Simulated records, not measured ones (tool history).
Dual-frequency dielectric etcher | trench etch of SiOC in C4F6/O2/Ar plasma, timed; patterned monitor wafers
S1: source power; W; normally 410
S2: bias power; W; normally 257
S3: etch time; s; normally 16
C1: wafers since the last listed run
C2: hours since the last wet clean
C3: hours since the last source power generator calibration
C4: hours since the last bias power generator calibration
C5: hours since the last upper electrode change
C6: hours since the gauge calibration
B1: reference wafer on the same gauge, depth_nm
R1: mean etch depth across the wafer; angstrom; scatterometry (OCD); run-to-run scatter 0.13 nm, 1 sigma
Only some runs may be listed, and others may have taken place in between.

{"run": 1, "hour": 0.0, "S1": 410, "S2": 257, "S3": 13, "C1": 0, "C2": 216.6, "C3": 1138.8, "C4": 4278.6, "C5": 2915.9, "C6": 690.9, "B1": 32.53, "R1": 314}
{"run": 2, "hour": 77.0, "S1": 410, "S2": 257, "S3": 16, "C1": 843, "C2": 293.6, "C3": 1215.8, "C4": 4355.6, "C5": 2992.9, "C6": 767.9, "B1": 32.55, "R1": 386.7}
{"run": 3, "hour": 178.8, "S1": 410, "S2": 257, "S3": 16, "C1": 1114, "C2": 395.4, "C3": 1317.6, "C4": 4457.4, "C5": 3094.7, "C6": 869.7, "B1": 32.56, "R1": 383.4}
{"hour": 240.1, "done": "wet clean of the chamber"}
{"run": 4, "hour": 240.6, "S1": 410, "S2": 257, "S3": 16, "C1": 413, "C2": 0.5, "C3": 1379.4, "C4": 4519.2, "C5": 3156.5, "C6": 931.5, "B1": 32.56, "R1": 383.7}
{"run": 5, "hour": 275.6, "S1": 410, "S2": 257, "S3": 16, "C1": 383, "C2": 35.5, "C3": 1414.4, "C4": 4554.2, "C5": 3191.5, "C6": 966.5, "B1": 32.58, "R1": 384.9}
{"run": 6, "hour": 328.1, "S1": 410, "S2": 257, "S3": 16, "C1": 574, "C2": 88, "C3": 1466.9, "C4": 4606.7, "C5": 3244, "C6": 1019, "B1": 32.59, "R1": 385.7}
{"run": 7, "hour": 383.4, "S1": 410, "S2": 257, "S3": 16, "C1": 605, "C2": 143.3, "C3": 1522.2, "C4": 4662, "C5": 3299.3, "C6": 1074.3, "B1": 32.59, "R1": 383}
{"hour": 545.1, "done": "bias power generator calibrated"}
{"run": 8, "hour": 655.0, "S1": 410, "S2": 257, "S3": 16, "C1": 2930, "C2": 414.9, "C3": 1793.8, "C4": 109.9, "C5": 3570.9, "C6": 1345.9, "B1": 32.65, "R1": 385.1}
{"run": 9, "hour": 733.3, "S1": 410, "S2": 257, "S3": 16, "C1": 857, "C2": 493.2, "C3": 1872.1, "C4": 188.2, "C5": 3649.2, "C6": 1424.2, "B1": 32.68, "R1": 384.9}
{"hour": 805.6, "done": "wet clean of the chamber"}
{"run": 10, "hour": 806.1, "S1": 410, "S2": 257, "S3": 16, "C1": 534, "C2": 0.5, "C3": 1944.9, "C4": 261, "C5": 3722, "C6": 1497, "B1": 32.66, "R1": 385.7}
{"run": 11, "hour": 861.0, "S1": 450, "S2": 257, "S3": 16, "C1": 601, "C2": 55.4, "C3": 1999.8, "C4": 315.9, "C5": 3776.9, "C6": 1551.9, "B1": 32.67, "R1": 398.4}
{"run": 12, "hour": 957.2, "S1": 450, "S2": 257, "S3": 16, "C1": 1053, "C2": 151.6, "C3": 2096, "C4": 412.1, "C5": 3873.1, "C6": 1648.1, "B1": 32.68, "R1": 398.4}
{"run": 13, "hour": 1020.5, "S1": 410, "S2": 257, "S3": 16, "C1": 693, "C2": 214.9, "C3": 2159.3, "C4": 475.4, "C5": 3936.4, "C6": 1711.4, "B1": 32.7, "R1": 384.6}
{"hour": 1065.0, "done": "upper electrode replaced"}
{"run": 14, "hour": 1132.2, "S1": 380, "S2": 257, "S3": 16, "C1": 960, "C2": 326.6, "C3": 2271, "C4": 587.1, "C5": 67.2, "C6": 1823.1, "B1": 32.71, "R1": 376.5}
{"run": 15, "hour": 1200.2, "S1": 350, "S2": 315, "S3": 16, "C1": 744, "C2": 394.6, "C3": 2339, "C4": 655.1, "C5": 135.2, "C6": 1891.1, "B1": 32.69, "R1": 387.1}
{"run": 16, "hour": 1251.2, "S1": 410, "S2": 314, "S3": 16, "C1": 558, "C2": 445.6, "C3": 2390, "C4": 706.1, "C5": 186.2, "C6": 1942.1, "B1": 32.73, "R1": 408.6}
{"hour": 1329.3, "done": "wet clean of the chamber"}
{"run": 17, "hour": 1349.4, "S1": 410, "S2": 257, "S3": 16, "C1": 812, "C2": 20.1, "C3": 2488.2, "C4": 804.3, "C5": 284.4, "C6": 2040.3, "B1": 32.74, "R1": 386.6}
{"run": 18, "hour": 1396.4, "S1": 510, "S2": 257, "S3": 18, "C1": 514, "C2": 67.1, "C3": 2535.2, "C4": 851.3, "C5": 331.4, "C6": 2087.3, "B1": 32.69, "R1": 466}
{"hour": 1454.3, "done": "source power generator calibrated"}
{"run": 19, "hour": 1475.6, "S1": 410, "S2": 275, "S3": 13.5, "C1": 823, "C2": 146.3, "C3": 21.3, "C4": 930.5, "C5": 410.6, "C6": 2166.5, "B1": 32.69, "R1": 332.3}
{"run": 20, "hour": 1525.7, "S1": 370, "S2": 257, "S3": 12, "C1": 548, "C2": 196.4, "C3": 71.4, "C4": 980.6, "C5": 460.7, "C6": 2216.6, "B1": 32.72, "R1": 280.6}
{"hour": 1578.5, "done": "gauge calibrated"}
{"run": 21, "hour": 1585.0, "S1": 410, "S2": 257, "S3": 16, "C1": 649, "C2": 255.7, "C3": 130.7, "C4": 1039.9, "C5": 520, "C6": 6.5, "B1": 32.03, "R1": 376.5}
{"run": 22, "hour": 1681.4, "S1": 440, "S2": 194, "S3": 18, "C1": 1055, "C2": 352.1, "C3": 227.1, "C4": 1136.3, "C5": 616.4, "C6": 102.9, "B1": 32.07, "R1": 403.8}
{"hour": 1772.3, "done": "wet clean of the chamber"}
{"run": 23, "hour": 1786.9, "S1": 480, "S2": 257, "S3": 12.5, "C1": 892, "C2": 14.6, "C3": 332.6, "C4": 1241.8, "C5": 721.9, "C6": 208.4, "B1": 32.15, "R1": 311.5}
{"run": 24, "hour": 1827.2, "S1": 470, "S2": 257, "S3": 16, "C1": 441, "C2": 54.9, "C3": 372.9, "C4": 1282.1, "C5": 762.2, "C6": 248.7, "B1": 32.19, "R1": 395.6}
{"run": 25, "hour": 1895.0, "S1": 480, "S2": 234, "S3": 16, "C1": 742, "C2": 122.7, "C3": 440.7, "C4": 1349.9, "C5": 830, "C6": 316.5, "B1": 32.21, "R1": 390.9}
{"run": 26, "hour": 1972.1, "S1": 330, "S2": 257, "S3": 16, "C1": 844, "C2": 199.8, "C3": 517.8, "C4": 1427, "C5": 907.1, "C6": 393.6, "B1": 32.23, "R1": 357}
{"run": 27, "hour": 2109.2, "S1": 410, "S2": 257, "S3": 16, "C1": 1501, "C2": 336.9, "C3": 654.9, "C4": 1564.1, "C5": 1044.2, "C6": 530.7, "B1": 32.31, "R1": 382.1}
{"run": 28, "hour": 2174.8, "S1": 370, "S2": 280, "S3": 18.5, "C1": 718, "C2": 402.5, "C3": 720.5, "C4": 1629.7, "C5": 1109.8, "C6": 596.3, "B1": 32.33, "R1": 434.7}
{"run": 29, "hour": 2235.2, "S1": 410, "S2": 257, "S3": 16, "C1": 661, "C2": 462.9, "C3": 780.9, "C4": 1690.1, "C5": 1170.2, "C6": 656.7, "B1": 32.35, "R1": 383.3}

Predict each of these 5 candidate next runs independently; none follows another, all start after run 29:
{"run": "A", "hour": 2235.6, "S1": 510, "S2": 257, "S3": 16, "C1": 4, "C2": 463.3, "C3": 781.3, "C4": 1690.5, "C5": 1170.6, "C6": 657.1, "B1": "?", "R1": "?"}
{"run": "B", "hour": 2235.6, "S1": 410, "S2": 234, "S3": 14, "C1": 4, "C2": 463.3, "C3": 781.3, "C4": 1690.5, "C5": 1170.6, "C6": 657.1, "B1": "?", "R1": "?"}
{"run": "C", "hour": 2235.6, "S1": 410, "S2": 282, "S3": 18.5, "C1": 4, "C2": 463.3, "C3": 781.3, "C4": 1690.5, "C5": 1170.6, "C6": 657.1, "B1": "?", "R1": "?"}
{"run": "D", "hour": 2235.6, "S1": 410, "S2": 320, "S3": 16, "C1": 4, "C2": 463.3, "C3": 781.3, "C4": 1690.5, "C5": 1170.6, "C6": 657.1, "B1": "?", "R1": "?"}
{"run": "E", "hour": 2235.6, "S1": 370, "S2": 301, "S3": 16, "C1": 4, "C2": 463.3, "C3": 781.3, "C4": 1690.5, "C5": 1170.6, "C6": 657.1, "B1": "?", "R1": "?"}

run=A B1=32.39 R1=412.6
run=B B1=32.39 R1=328.5
run=C B1=32.39 R1=455.9
run=D B1=32.39 R1=408.3
run=E B1=32.39 R1=388.8
What these runs would have given with no unlogged condition in the tool:
run=A R1=409.3
run=B R1=325.8
run=C R1=452.1
run=D R1=405
run=E R1=385.6
